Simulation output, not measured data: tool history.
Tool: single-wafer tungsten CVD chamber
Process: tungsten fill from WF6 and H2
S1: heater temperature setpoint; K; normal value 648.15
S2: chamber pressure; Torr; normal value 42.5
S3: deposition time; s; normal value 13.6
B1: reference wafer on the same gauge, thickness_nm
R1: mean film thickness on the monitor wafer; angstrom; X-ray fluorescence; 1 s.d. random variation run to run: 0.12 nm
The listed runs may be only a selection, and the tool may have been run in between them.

| run | hour | S1 | S2 | S3 | B1 | R1 |
|---|---|---|---|---|---|---|
| 1 | 0 | 648.15 | 42.5 | 13.6 | 23.476 | 266.34 |
| 2 | 67.5 | 648.15 | 42.5 | 13.6 | 23.399 | 265.97 |
| 3 | 119.6 | 648.15 | 42.5 | 13.6 | 23.42 | 266.41 |
| 4 | 171.7 | 642.15 | 42.5 | 11.6 | 23.374 | 197.55 |
| 5 | 227.7 | 642.15 | 42.5 | 11.6 | 23.405 | 196.14 |
| 6 | 269.7 | 642.15 | 42.5 | 11.6 | 23.416 | 196.5 |
| 7 | 388.5 | 648.15 | 42.5 | 13.6 | 23.401 | 267.24 |
| 8 | 455.9 | 643.15 | 42.5 | 13.6 | 23.414 | 235.62 |
|  | 491.8 | showerhead replaced |
|  | 590.6 | capacitance manometer re-zeroed and calibrated |
|  | 609.1 | gauge calibrated |
| 9 | 611 | 643.15 | 42.5 | 13.6 | 23.362 | 235.55 |
| 10 | 641.9 | 643.15 | 42.5 | 13.6 | 23.349 | 236.52 |
| 11 | 708.6 | 648.15 | 42.5 | 13.6 | 23.386 | 264.93 |
| 12 | 762.7 | 648.15 | 42.5 | 13.6 | 23.381 | 266.31 |
| 13 | 819.9 | 657.15 | 35.5 | 13.6 | 23.389 | 300.45 |
| 14 | 846.8 | 648.15 | 45.6 | 11.4 | 23.396 | 230.36 |
| 15 | 911.7 | 648.15 | 49.2 | 16.1 | 23.391 | 337.98 |
| 16 | 941.3 | 636.15 | 35.6 | 13.6 | 23.344 | 181.44 |
| 17 | 978.5 | 648.15 | 42.5 | 13.6 | 23.387 | 265.64 |
| 18 | 1003.9 | 661.15 | 47.8 | 13.6 | 23.387 | 379.04 |
|  | 1021.4 | thermocouple changed; heater temperature recalibrated |
| 19 | 1038.3 | 643.15 | 42.5 | 13.6 | 23.395 | 244.33 |
| 20 | 1090.9 | 656.15 | 53.1 | 13.6 | 23.419 | 368.94 |
| 21 | 1217.6 | 648.15 | 42.5 | 11 | 23.407 | 221.25 |
| 22 | 1267.1 | 648.15 | 42.5 | 15.3 | 23.414 | 305.58 |
| 23 | 1323.6 | 661.15 | 47.8 | 13.6 | 23.386 | 388.05 |
| 24 | 1381.9 | 648.15 | 42.5 | 15.3 | 23.408 | 307.55 |
| 25 | 1445.6 | 648.15 | 47.2 | 13.6 | 23.375 | 284.98 |

What if the next run were any one of these 3? Each begins from the tool's condition after run 25:
| A | 1446 | 648.15 | 42.5 | 13.6 | ? | ? |
| B | 1446 | 636.15 | 38.9 | 11.9 | ? | ? |
| C | 1446 | 648.15 | 46.4 | 13.6 | ? | ? |

| run | B1 | R1 |
|---|---|---|
| A | 23.401 | 272.44 |
| B | 23.401 | 170.31 |
| C | 23.401 | 284.1 |
Stripped of hidden state, with their random variation kept, the same runs would have yielded:
| run | R1 |
|---|---|
| A | 276.23 |
| B | 172.81 |
| C | 288.05 |
